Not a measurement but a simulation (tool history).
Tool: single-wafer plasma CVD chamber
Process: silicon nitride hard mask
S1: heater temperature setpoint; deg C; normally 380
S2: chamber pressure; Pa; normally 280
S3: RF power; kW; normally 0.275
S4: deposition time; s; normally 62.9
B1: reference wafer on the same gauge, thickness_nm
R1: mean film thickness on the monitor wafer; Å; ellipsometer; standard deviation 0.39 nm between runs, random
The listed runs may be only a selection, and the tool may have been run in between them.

{"run": 1, "day": 0.0, "S1": 374, "S2": 280, "S3": 0.275, "S4": 62.9, "B1": 69.428, "R1": 768.44}
{"run": 2, "day": 2.371, "S1": 374, "S2": 280, "S3": 0.275, "S4": 62.9, "B1": 69.38, "R1": 772.6}
{"run": 3, "day": 4.758, "S1": 380, "S2": 280, "S3": 0.3, "S4": 62.9, "B1": 69.277, "R1": 837.48}
{"run": 4, "day": 6.562, "S1": 380, "S2": 280, "S3": 0.3, "S4": 62.9, "B1": 69.485, "R1": 835.21}
{"run": 5, "day": 9.858, "S1": 380, "S2": 280, "S3": 0.3, "S4": 62.9, "B1": 69.179, "R1": 843.21}
{"run": 6, "day": 13.279, "S1": 380, "S2": 280, "S3": 0.275, "S4": 62.9, "B1": 69.397, "R1": 775.48}
{"run": 7, "day": 17.046, "S1": 369, "S2": 280, "S3": 0.23, "S4": 62.9, "B1": 69.326, "R1": 643.52}
{"run": 8, "day": 19.142, "S1": 389, "S2": 211, "S3": 0.275, "S4": 62.9, "B1": 69.326, "R1": 705.53}
{"day": 22.508, "done": "capacitance manometer re-zeroed and calibrated"}
{"run": 9, "day": 22.812, "S1": 390, "S2": 280, "S3": 0.31, "S4": 71.4, "B1": 69.202, "R1": 958.25}
{"run": 10, "day": 26.788, "S1": 386, "S2": 327, "S3": 0.315, "S4": 62.9, "B1": 69.286, "R1": 895.68}
{"run": 11, "day": 28.788, "S1": 380, "S2": 280, "S3": 0.275, "S4": 62.9, "B1": 69.387, "R1": 761.86}
{"run": 12, "day": 30.712, "S1": 380, "S2": 280, "S3": 0.31, "S4": 57.9, "B1": 69.332, "R1": 781.76}
{"run": 13, "day": 33.004, "S1": 380, "S2": 280, "S3": 0.275, "S4": 62.9, "B1": 69.389, "R1": 762.64}
{"day": 43.342, "done": "RF generator calibrated"}
{"day": 43.55, "done": "thermocouple changed; heater temperature recalibrated"}
{"run": 14, "day": 45.196, "S1": 380, "S2": 280, "S3": 0.275, "S4": 62.9, "B1": 69.417, "R1": 771.59}
{"day": 46.688, "done": "showerhead replaced"}
{"run": 15, "day": 49.333, "S1": 389, "S2": 316, "S3": 0.3, "S4": 52.6, "B1": 69.255, "R1": 719.64}
{"run": 16, "day": 51.425, "S1": 380, "S2": 261, "S3": 0.275, "S4": 62.9, "B1": 69.237, "R1": 751.47}
{"run": 17, "day": 54.938, "S1": 393, "S2": 324, "S3": 0.275, "S4": 52.8, "B1": 69.238, "R1": 667.01}
{"run": 18, "day": 58.746, "S1": 380, "S2": 280, "S3": 0.275, "S4": 62.9, "B1": 69.14, "R1": 771.98}
{"run": 19, "day": 60.371, "S1": 393, "S2": 280, "S3": 0.235, "S4": 70.3, "B1": 69.316, "R1": 729.08}
{"day": 63.788, "done": "gauge calibrated"}
{"run": 20, "day": 64.233, "S1": 393, "S2": 280, "S3": 0.325, "S4": 62.9, "B1": 69.402, "R1": 887.45}
{"run": 21, "day": 66.712, "S1": 380, "S2": 280, "S3": 0.3, "S4": 68.4, "B1": 69.306, "R1": 912.23}
{"run": 22, "day": 68.783, "S1": 367, "S2": 280, "S3": 0.24, "S4": 62.9, "B1": 69.39, "R1": 669.05}
{"run": 23, "day": 71.35, "S1": 380, "S2": 280, "S3": 0.275, "S4": 67.2, "B1": 69.427, "R1": 826.03}
{"run": 24, "day": 73.446, "S1": 380, "S2": 280, "S3": 0.275, "S4": 62.9, "B1": 69.267, "R1": 764.83}
{"run": 25, "day": 76.983, "S1": 380, "S2": 280, "S3": 0.275, "S4": 62.9, "B1": 69.186, "R1": 765.14}
{"run": 26, "day": 78.771, "S1": 380, "S2": 280, "S3": 0.275, "S4": 62.9, "B1": 69.307, "R1": 774.91}
{"run": 27, "day": 82.133, "S1": 380, "S2": 280, "S3": 0.255, "S4": 66.5, "B1": 69.423, "R1": 754.48}
{"run": 28, "day": 86.196, "S1": 392, "S2": 280, "S3": 0.23, "S4": 62.9, "B1": 69.201, "R1": 637.54}
{"run": 29, "day": 96.412, "S1": 380, "S2": 280, "S3": 0.275, "S4": 73.7, "B1": 69.326, "R1": 902.58}

Measured less the same run without the tool's hidden state. The same run-to-run variation is in both; the gauge's scatter may not be:
Unlogged tool condition in this case: wafer temperature above the value expected at the setpoint (K); delivered RF power above the setpoint (%); true pressure above the setpoint (%); gauge reads high (%).
run=1 R1=+16.31
run=2 R1=+16.56
run=3 R1=+18.1
run=4 R1=+18.16
run=5 R1=+18.53
run=6 R1=+17.19
run=7 R1=+14.39
run=8 R1=+17.86
run=9 R1=-0.44
run=10 R1=+2.17
run=11 R1=+3.28
run=12 R1=+4.4
run=13 R1=+5.38
run=14 R1=+9.98
run=15 R1=+8.86
run=16 R1=+11.41
run=17 R1=+9.14
run=18 R1=+13.1
run=19 R1=+12.64
run=20 R1=+16.07
run=21 R1=+16.93
run=22 R1=+12.65
run=23 R1=+15.94
run=24 R1=+14.98
run=25 R1=+15.33
run=26 R1=+15.68
run=27 R1=+15.53
run=28 R1=+13.36
run=29 R1=+19.57
